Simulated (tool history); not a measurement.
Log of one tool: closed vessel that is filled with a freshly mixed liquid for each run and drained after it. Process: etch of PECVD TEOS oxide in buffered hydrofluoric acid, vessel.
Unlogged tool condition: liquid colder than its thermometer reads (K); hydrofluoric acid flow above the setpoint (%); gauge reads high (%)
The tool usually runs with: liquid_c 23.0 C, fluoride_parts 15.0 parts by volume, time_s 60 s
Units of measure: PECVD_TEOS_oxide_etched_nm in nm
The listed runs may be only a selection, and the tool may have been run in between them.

run,hour,liquid_c,fluoride_parts,time_s,wafers since the last listed run,hours since the thermometer was replaced,hours since the hydrofluoric acid flow meter was replaced,hours since the gauge calibration,"read-back film thickness of the PECVD TEOS oxide reference wafer, read on the same gauge (nm)",PECVD_TEOS_oxide_etched_nm
1,0.0,23.0,15.0,60,0,265.4,766.8,1117.1,109.99,69.30
2,82.7,23.0,15.0,60,12137,348.1,849.5,1199.8,110.00,69.31
3,133.6,23.0,15.0,60,7470,399.0,900.4,1250.7,110.01,71.42
4,196.5,23.0,15.0,60,9231,461.9,963.3,1313.6,109.99,70.57
5,264.9,23.0,15.0,60,10039,530.3,1031.7,1382.0,110.01,71.98
# hour 334.7: hydrofluoric acid flow meter replaced
6,345.1,23.0,19.0,45,11624,610.5,10.4,1462.2,110.00,38.46
7,453.0,23.0,19.0,45,15836,718.4,118.3,1570.1,109.97,39.42
8,557.6,23.0,15.0,60,15352,823.0,222.9,1674.7,110.03,67.19
9,623.4,23.0,15.0,60,9657,888.8,288.7,1740.5,109.98,66.84
10,697.4,23.0,15.0,60,10861,962.8,362.7,1814.5,109.99,67.10
# hour 734.1: thermometer replaced
11,751.5,23.0,15.0,60,7793,17.4,416.8,1868.6,109.99,67.39
12,804.1,23.0,15.0,85,7720,70.0,469.4,1921.2,110.01,96.51
13,904.3,23.0,15.0,85,14706,170.2,569.6,2021.4,110.00,96.89
14,958.9,23.0,15.0,85,8013,224.8,624.2,2076.0,109.98,97.83
15,1046.5,25.5,12.0,35,12857,312.4,711.8,2163.6,110.00,57.70
16,1141.8,19.5,20.0,75,13987,407.7,807.1,2258.9,109.97,54.28
17,1185.2,27.5,10.0,60,6369,451.1,850.5,2302.3,109.99,131.92
# hour 1225.7: gauge calibrated
18,1229.3,23.0,11.5,60,6472,495.2,894.6,3.6,110.00,91.96
19,1279.9,25.0,10.0,90,7426,545.8,945.2,54.2,110.02,169.48
# hour 1311.6: hydrofluoric acid flow meter replaced
20,1464.9,18.5,13.0,30,27005,730.8,153.3,239.2,109.98,28.59
21,1544.4,18.5,9.5,35,11668,810.3,232.8,318.7,110.00,45.67
22,1629.2,24.5,15.0,60,12446,895.1,317.6,403.5,110.01,72.29
23,1917.3,23.0,15.0,85,42284,1183.2,605.7,691.6,110.00,96.66
24,1980.2,27.5,15.0,45,9231,1246.1,668.6,754.5,109.99,65.46
# hour 1987.8: thermometer replaced
25,2075.8,25.5,15.0,30,13884,88.0,764.2,850.1,109.99,40.19
26,2113.7,23.0,15.0,60,5562,125.9,802.1,888.0,109.98,69.02
27,2171.4,23.0,17.0,70,8468,183.6,859.8,945.7,109.99,73.58
28,2257.4,25.0,10.0,35,12622,269.6,945.8,1031.7,110.02,65.33

Forecast each of these 5 alternatives for the next run:
A,2258.1,23.0,15.0,70,102,270.3,946.5,1032.4,?,?
B,2258.1,20.5,9.5,45,102,270.3,946.5,1032.4,?,?
C,2258.1,23.0,13.0,80,102,270.3,946.5,1032.4,?,?
D,2258.1,19.5,15.0,60,102,270.3,946.5,1032.4,?,?
E,2258.1,18.5,10.0,95,102,270.3,946.5,1032.4,?,?

run,"read-back film thickness of the PECVD TEOS oxide reference wafer, read on the same gauge (nm)",PECVD_TEOS_oxide_etched_nm
A,110.03,82.56
B,110.03,69.96
C,110.03,108.54
D,110.03,58.26
E,110.03,125.21
With the hidden condition removed and each run's random variation left untouched, the same runs would have given:
run,PECVD_TEOS_oxide_etched_nm
A,74.92
B,64.40
C,98.53
D,52.86
E,117.64
